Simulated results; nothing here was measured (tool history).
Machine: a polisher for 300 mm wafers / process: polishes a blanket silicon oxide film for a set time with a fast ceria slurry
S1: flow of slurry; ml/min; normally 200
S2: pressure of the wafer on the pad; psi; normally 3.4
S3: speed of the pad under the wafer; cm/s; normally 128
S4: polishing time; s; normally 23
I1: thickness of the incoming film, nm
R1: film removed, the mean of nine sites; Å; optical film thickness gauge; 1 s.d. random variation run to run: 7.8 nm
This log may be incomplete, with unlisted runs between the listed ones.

{"run": 1, "hour": 0.0, "S1": 200, "S2": 3.4, "S3": 128, "S4": 23, "I1": 1598.3, "R1": 6451}
{"run": 2, "hour": 40.7, "S1": 200, "S2": 3.4, "S3": 128, "S4": 23, "I1": 1575.4, "R1": 6296}
{"run": 3, "hour": 144.9, "S1": 200, "S2": 3.4, "S3": 128, "S4": 23, "I1": 1610.3, "R1": 6420}
{"run": 4, "hour": 183.4, "S1": 200, "S2": 3.4, "S3": 128, "S4": 23, "I1": 1588.9, "R1": 6449}
{"run": 5, "hour": 255.1, "S1": 200, "S2": 3.4, "S3": 128, "S4": 23, "I1": 1596.3, "R1": 6174}
{"hour": 273.2, "done": "worn pad replaced by a new one"}
{"hour": 341.9, "done": "slurry nozzle cleaned"}
{"run": 6, "hour": 537.5, "S1": 200, "S2": 3.4, "S3": 128, "S4": 23, "I1": 1582.1, "R1": 6236}
{"run": 7, "hour": 595.5, "S1": 200, "S2": 3.4, "S3": 128, "S4": 23, "I1": 1615.3, "R1": 6104}
{"hour": 604.3, "done": "worn pad replaced by a new one"}
{"run": 8, "hour": 631.7, "S1": 235, "S2": 3.4, "S3": 128, "S4": 23, "I1": 1598.2, "R1": 6366}
{"run": 9, "hour": 732.8, "S1": 235, "S2": 3.4, "S3": 128, "S4": 23, "I1": 1578, "R1": 6162}
{"run": 10, "hour": 804.2, "S1": 235, "S2": 3.4, "S3": 128, "S4": 23, "I1": 1552.3, "R1": 6214}
{"run": 11, "hour": 908.0, "S1": 200, "S2": 2.8, "S3": 128, "S4": 23, "I1": 1617, "R1": 4988}
{"run": 12, "hour": 954.5, "S1": 200, "S2": 2.8, "S3": 128, "S4": 23, "I1": 1592.3, "R1": 4833}
{"hour": 993.3, "done": "slurry nozzle cleaned"}
{"run": 13, "hour": 996.1, "S1": 200, "S2": 3.4, "S3": 128, "S4": 23, "I1": 1563.7, "R1": 5920}
{"hour": 1009.2, "done": "head pressure recalibrated"}
{"hour": 1036.3, "done": "worn pad replaced by a new one"}
{"run": 14, "hour": 1036.8, "S1": 200, "S2": 3.4, "S3": 128, "S4": 25, "I1": 1596.6, "R1": 7097}
{"run": 15, "hour": 1071.4, "S1": 265, "S2": 3.4, "S3": 156, "S4": 27, "I1": 1579.7, "R1": 9444}
{"run": 16, "hour": 1114.4, "S1": 200, "S2": 2.4, "S3": 128, "S4": 23, "I1": 1578.8, "R1": 4558}
{"run": 17, "hour": 1208.9, "S1": 200, "S2": 3.4, "S3": 128, "S4": 23, "I1": 1568.7, "R1": 6349}
{"run": 18, "hour": 1289.7, "S1": 200, "S2": 3.4, "S3": 128, "S4": 28, "I1": 1581.6, "R1": 7762}
{"run": 19, "hour": 1341.5, "S1": 200, "S2": 3.4, "S3": 128, "S4": 23, "I1": 1597.4, "R1": 6319}
{"hour": 1394.5, "done": "worn pad replaced by a new one"}
{"run": 20, "hour": 1399.1, "S1": 200, "S2": 3.4, "S3": 128, "S4": 23, "I1": 1577.2, "R1": 6342}
{"run": 21, "hour": 1488.2, "S1": 170, "S2": 4.5, "S3": 140, "S4": 25, "I1": 1603.7, "R1": 9743}
{"hour": 1540.6, "done": "slurry nozzle cleaned"}
{"run": 22, "hour": 1569.8, "S1": 230, "S2": 2.5, "S3": 104, "S4": 30, "I1": 1575.8, "R1": 5089}
{"run": 23, "hour": 1670.8, "S1": 200, "S2": 3.4, "S3": 128, "S4": 23, "I1": 1598, "R1": 6165}
{"run": 24, "hour": 1761.0, "S1": 200, "S2": 3.4, "S3": 128, "S4": 23, "I1": 1572, "R1": 6035}

What will run 25 give?
{"hour": 1800.0, "done": "worn pad replaced by a new one"}
{"run": 25, "hour": 1864.7, "S1": 200, "S2": 4, "S3": 86, "S4": 23, "I1": 1581.9, "R1": "?"}

R1: 4882 Å
With the hidden condition absent and the run-to-run variation left alone, this run would have shown R1 5161 Å.
